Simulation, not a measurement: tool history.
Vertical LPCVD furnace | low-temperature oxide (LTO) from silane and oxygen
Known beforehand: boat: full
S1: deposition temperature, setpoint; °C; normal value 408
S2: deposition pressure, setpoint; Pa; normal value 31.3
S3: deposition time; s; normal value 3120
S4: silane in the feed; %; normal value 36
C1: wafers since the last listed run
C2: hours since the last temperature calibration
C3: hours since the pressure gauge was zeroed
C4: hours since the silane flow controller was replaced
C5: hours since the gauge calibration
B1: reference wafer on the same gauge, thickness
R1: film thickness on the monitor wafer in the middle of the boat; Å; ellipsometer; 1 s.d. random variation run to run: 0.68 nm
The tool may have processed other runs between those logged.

run,day,S1,S2,S3,S4,C1,C2,C3,C4,C5,B1,R1
1,0.000,408,31.3,3120,42,0,3549.7,2230.9,4956.7,127.8,470.89,5165.2
2,0.292,408,31.3,3120,42,134,3556.7,2237.9,4963.7,134.8,471.11,5153.6
3,0.971,408,31.3,3120,36,313,3573.0,2254.2,4980.0,151.1,471.03,4295.1
4,1.604,408,31.3,3120,36,292,3588.2,2269.4,4995.2,166.3,471.08,4295.1
5,2.000,408,31.3,3120,36,182,3597.7,2278.9,5004.7,175.8,471.10,4286.7
6,2.479,408,31.3,3120,36,221,3609.2,2290.4,5016.2,187.3,471.09,4294.5
7,2.888,408,31.3,3120,36,188,3619.0,2300.2,5026.0,197.1,471.25,4291.7
# day 3.983: gauge calibrated
# day 4.212: pressure gauge zeroed
# day 4.525: thermocouples replaced and temperature profile calibrated
# day 4.908: silane flow controller replaced
8,4.929,398,31.3,3120,43,159,9.7,17.2,0.5,22.7,471.24,5031.0
9,5.117,408,35.3,1920,36,86,14.2,21.7,5.0,27.2,471.08,3142.5
10,5.304,408,35.3,1920,36,86,18.7,26.2,9.5,31.7,471.02,3134.9
11,5.492,408,31.3,3120,36,86,23.2,30.7,14.0,36.2,471.15,4516.8
12,5.746,408,28.0,3120,36,117,29.3,36.8,20.1,42.3,470.83,4042.1
13,7.729,396,36.7,2580,31,914,76.9,84.4,67.7,89.9,470.93,3088.8
14,8.308,397,25.3,3120,36,267,90.8,98.3,81.6,103.8,471.13,3217.3
15,9.038,420,38.7,3570,41,336,108.3,115.8,99.1,121.3,470.94,8422.3

Here are 5 independent what-if runs from the current tool condition. What would each one return?
A,9.229,408,31.3,3120,36,88,112.9,120.4,103.7,125.9,?,?
B,9.229,408,26.7,3120,36,88,112.9,120.4,103.7,125.9,?,?
C,9.229,408,31.3,2040,43,88,112.9,120.4,103.7,125.9,?,?
D,9.229,415,29.3,3120,30,88,112.9,120.4,103.7,125.9,?,?
E,9.229,408,36.0,3120,36,88,112.9,120.4,103.7,125.9,?,?

run,B1,R1
A,470.79,4506.2
B,470.79,3832.5
C,470.79,3634.0
D,470.79,3560.4
E,470.79,5179.9
Without the tool's hidden state the same runs would have given:
run,R1
A,4523.4
B,3849.7
C,3647.8
D,3574.9
E,5197.1

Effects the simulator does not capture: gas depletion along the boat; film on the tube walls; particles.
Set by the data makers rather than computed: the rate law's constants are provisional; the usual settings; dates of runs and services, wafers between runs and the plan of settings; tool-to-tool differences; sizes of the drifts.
